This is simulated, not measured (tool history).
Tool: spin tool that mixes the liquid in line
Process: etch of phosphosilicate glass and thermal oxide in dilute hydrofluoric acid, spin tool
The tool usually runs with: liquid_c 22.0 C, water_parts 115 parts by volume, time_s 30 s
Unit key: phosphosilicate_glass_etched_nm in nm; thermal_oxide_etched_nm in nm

run     day  liquid_c  water_parts  time_s  read-back film thickness of the phosphosilicate glass reference wafer, read on the same gauge (nm)  read-back film thickness of the thermal oxide reference wafer, read on the same gauge (nm)  phosphosilicate_glass_etched_nm  thermal_oxide_etched_nm
  1   0.000      22.0          115      30                                                                                               80.02                                                                                      30.015                            31.88                    1.025
  2   1.975      22.0          115      30                                                                                               80.00                                                                                      29.984                            31.66                    1.037
      2.167  -- hydrofluoric acid flow meter replaced
  3   3.454      22.0          115      30                                                                                               79.98                                                                                      29.983                            31.48                    1.062
  4   4.958      21.0           80      30                                                                                               80.00                                                                                      29.994                            44.98                    1.412
  5   7.312      22.0          115      30                                                                                               80.01                                                                                      29.980                            32.00                    0.990
      7.933  -- thermometer replaced
  6   8.521      17.5          100      15                                                                                               80.00                                                                                      29.992                            16.62                    0.537
      9.317  -- gauge calibrated
  7   9.633      17.5           90      20                                                                                               80.01                                                                                      30.003                            24.93                    0.816
  8  10.833      17.5          100      15                                                                                               79.99                                                                                      30.005                            16.67                    0.532
  9  13.508      22.0          115      15                                                                                               80.03                                                                                      29.998                            17.09                    0.565
 10  16.412      22.0          130      30                                                                                               80.03                                                                                      30.011                            29.54                    0.992
 11  18.675      22.0          115      30                                                                                               80.02                                                                                      29.994                            34.05                    1.095
 12  21.579      22.0          145      15                                                                                               80.01                                                                                      30.004                            13.23                    0.414
 13  22.975      17.0          140      30                                                                                               79.99                                                                                      29.993                            22.15                    0.731
 14  25.342      17.5           95      45                                                                                               80.00                                                                                      30.019                            52.41                    1.664
 15  27.554      20.0          145      30                                                                                               79.97                                                                                      30.010                            23.58                    0.744
 16  28.796      22.0          150      15                                                                                               79.99                                                                                      30.004                            12.42                    0.412
 17  30.592      19.5           70      30                                                                                               80.05                                                                                      30.006                            53.08                    1.687
 18  31.871      22.0          115      30                                                                                               79.99                                                                                      30.003                            33.75                    1.136
 19  34.246      24.0          170      35                                                                                               79.98                                                                                      29.970                            27.23                    0.866
 20  35.767      18.0          115      40                                                                                               79.99                                                                                      30.019                            37.56                    1.189
 21  37.242      19.0          115      30                                                                                               79.97                                                                                      29.993                            29.42                    1.000

Run 22 is up next; what results do you expect?
 22  39.079      22.0          115      30                                                                                                   ?                                                                                           ?                                ?                        ?

read-back film thickness of the phosphosilicate glass reference wafer, read on the same gauge (nm): 80.00
read-back film thickness of the thermal oxide reference wafer, read on the same gauge (nm): 30.010
phosphosilicate_glass_etched_nm: 33.04 nm
thermal_oxide_etched_nm: 1.110 nm
If the tool had no hidden condition, the same run with the same run-to-run variation would have returned phosphosilicate_glass_etched_nm 34.41 nm, thermal_oxide_etched_nm 1.156 nm.

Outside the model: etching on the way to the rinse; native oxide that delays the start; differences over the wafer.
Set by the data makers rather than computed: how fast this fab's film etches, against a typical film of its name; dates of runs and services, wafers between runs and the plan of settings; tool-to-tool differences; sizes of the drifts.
